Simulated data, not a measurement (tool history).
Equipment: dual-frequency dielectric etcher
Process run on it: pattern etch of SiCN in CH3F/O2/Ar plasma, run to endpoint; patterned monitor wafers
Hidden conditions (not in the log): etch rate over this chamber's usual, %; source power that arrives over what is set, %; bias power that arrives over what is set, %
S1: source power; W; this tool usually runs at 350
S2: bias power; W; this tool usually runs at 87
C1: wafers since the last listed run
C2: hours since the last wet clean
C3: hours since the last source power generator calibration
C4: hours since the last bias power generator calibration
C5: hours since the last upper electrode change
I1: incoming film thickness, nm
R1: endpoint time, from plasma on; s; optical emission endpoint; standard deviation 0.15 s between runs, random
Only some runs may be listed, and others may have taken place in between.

run 1 hour=0.0 | S1=290 S2=87 | C1=0 C2=387.3 C3=4283.5 C4=4391.4 C5=3552.7 | I1=12.62 | R1=34.4
run 2 hour=8.1 | S1=290 S2=87 | C1=124 C2=395.4 C3=4291.6 C4=4399.5 C5=3560.8 | I1=12.76 | R1=34.8
run 3 hour=19.2 | S1=350 S2=87 | C1=170 C2=406.5 C3=4302.7 C4=4410.6 C5=3571.9 | I1=12.72 | R1=32.6
run 4 hour=29.4 | S1=350 S2=87 | C1=156 C2=416.7 C3=4312.9 C4=4420.8 C5=3582.1 | I1=12.57 | R1=32.2
run 5 hour=46.4 | S1=350 S2=87 | C1=260 C2=433.7 C3=4329.9 C4=4437.8 C5=3599.1 | I1=12.69 | R1=32.4
run 6 hour=61.0 | S1=350 S2=87 | C1=223 C2=448.3 C3=4344.5 C4=4452.4 C5=3613.7 | I1=12.65 | R1=32.4
run 7 hour=72.1 | S1=350 S2=87 | C1=170 C2=459.4 C3=4355.6 C4=4463.5 C5=3624.8 | I1=12.58 | R1=32.0
run 8 hour=88.9 | S1=350 S2=76 | C1=257 C2=476.2 C3=4372.4 C4=4480.3 C5=3641.6 | I1=12.73 | R1=33.8
run 9 hour=127.6 | S1=350 S2=76 | C1=593 C2=514.9 C3=4411.1 C4=4519.0 C5=3680.3 | I1=12.70 | R1=33.5
run 10 hour=140.7 | S1=380 S2=92 | C1=200 C2=528.0 C3=4424.2 C4=4532.1 C5=3693.4 | I1=12.60 | R1=30.8
run 11 hour=150.7 | S1=350 S2=87 | C1=153 C2=538.0 C3=4434.2 C4=4542.1 C5=3703.4 | I1=12.77 | R1=32.6
run 12 hour=164.3 | S1=350 S2=87 | C1=208 C2=551.6 C3=4447.8 C4=4555.7 C5=3717.0 | I1=12.74 | R1=32.2
run 13 hour=170.4 | S1=350 S2=87 | C1=93 C2=557.7 C3=4453.9 C4=4561.8 C5=3723.1 | I1=12.75 | R1=32.5
run 14 hour=187.6 | S1=350 S2=87 | C1=263 C2=574.9 C3=4471.1 C4=4579.0 C5=3740.3 | I1=12.77 | R1=32.3
run 15 hour=194.1 | S1=270 S2=66 | C1=99 C2=581.4 C3=4477.6 C4=4585.5 C5=3746.8 | I1=12.81 | R1=37.5
run 16 hour=224.2 | S1=310 S2=101 | C1=461 C2=611.5 C3=4507.7 C4=4615.6 C5=3776.9 | I1=12.77 | R1=32.5
run 17 hour=232.6 | S1=350 S2=104 | C1=128 C2=619.9 C3=4516.1 C4=4624.0 C5=3785.3 | I1=12.73 | R1=30.9
run 18 hour=250.3 | S1=410 S2=75 | C1=271 C2=637.6 C3=4533.8 C4=4641.7 C5=3803.0 | I1=12.66 | R1=31.2
run 19 hour=262.6 | S1=350 S2=106 | C1=188 C2=649.9 C3=4546.1 C4=4654.0 C5=3815.3 | I1=12.80 | R1=30.7
-- hour=274.4 source power generator calibrated
run 20 hour=278.2 | S1=430 S2=97 | C1=177 C2=665.5 C3=3.8 C4=4669.6 C5=3830.9 | I1=12.84 | R1=29.7
-- hour=307.1 wet clean of the chamber
-- hour=311.6 bias power generator calibrated
-- hour=321.8 upper electrode replaced
run 21 hour=322.3 | S1=440 S2=107 | C1=90 C2=15.2 C3=47.9 C4=10.7 C5=0.5 | I1=12.64 | R1=29.4
run 22 hour=329.8 | S1=350 S2=100 | C1=114 C2=22.7 C3=55.4 C4=18.2 C5=8.0 | I1=12.68 | R1=32.5
run 23 hour=375.8 | S1=400 S2=67 | C1=705 C2=68.7 C3=101.4 C4=64.2 C5=54.0 | I1=12.60 | R1=33.8
run 24 hour=392.8 | S1=350 S2=105 | C1=260 C2=85.7 C3=118.4 C4=81.2 C5=71.0 | I1=12.79 | R1=32.3
run 25 hour=399.6 | S1=410 S2=105 | C1=104 C2=92.5 C3=125.2 C4=88.0 C5=77.8 | I1=12.65 | R1=29.9
run 26 hour=410.0 | S1=440 S2=107 | C1=159 C2=102.9 C3=135.6 C4=98.4 C5=88.2 | I1=12.87 | R1=29.9

Some steps in R1, run to run, broken into two amounts with sign: the step expected even without the hidden condition (settings, incoming material, random variation), and the rest, left for the hidden condition together with whatever gauge scatter is not in both the measured and the hidden-condition-free result:
Run 14 -> 15: S1 350 -> 270, S2 87 -> 66. R1 +5.2 s: hidden state -0.3, all else +5.5.
Run 15 -> 16: S1 270 -> 310, S2 66 -> 101. R1 -5.0 s: hidden state +0.2, all else -5.2.
Run 20 -> 21: S1 430 -> 440, S2 97 -> 107, wet clean of the chamber, bias power generator calibrated, upper electrode replaced. R1 -0.3 s: hidden state +1.4, all else -1.7.
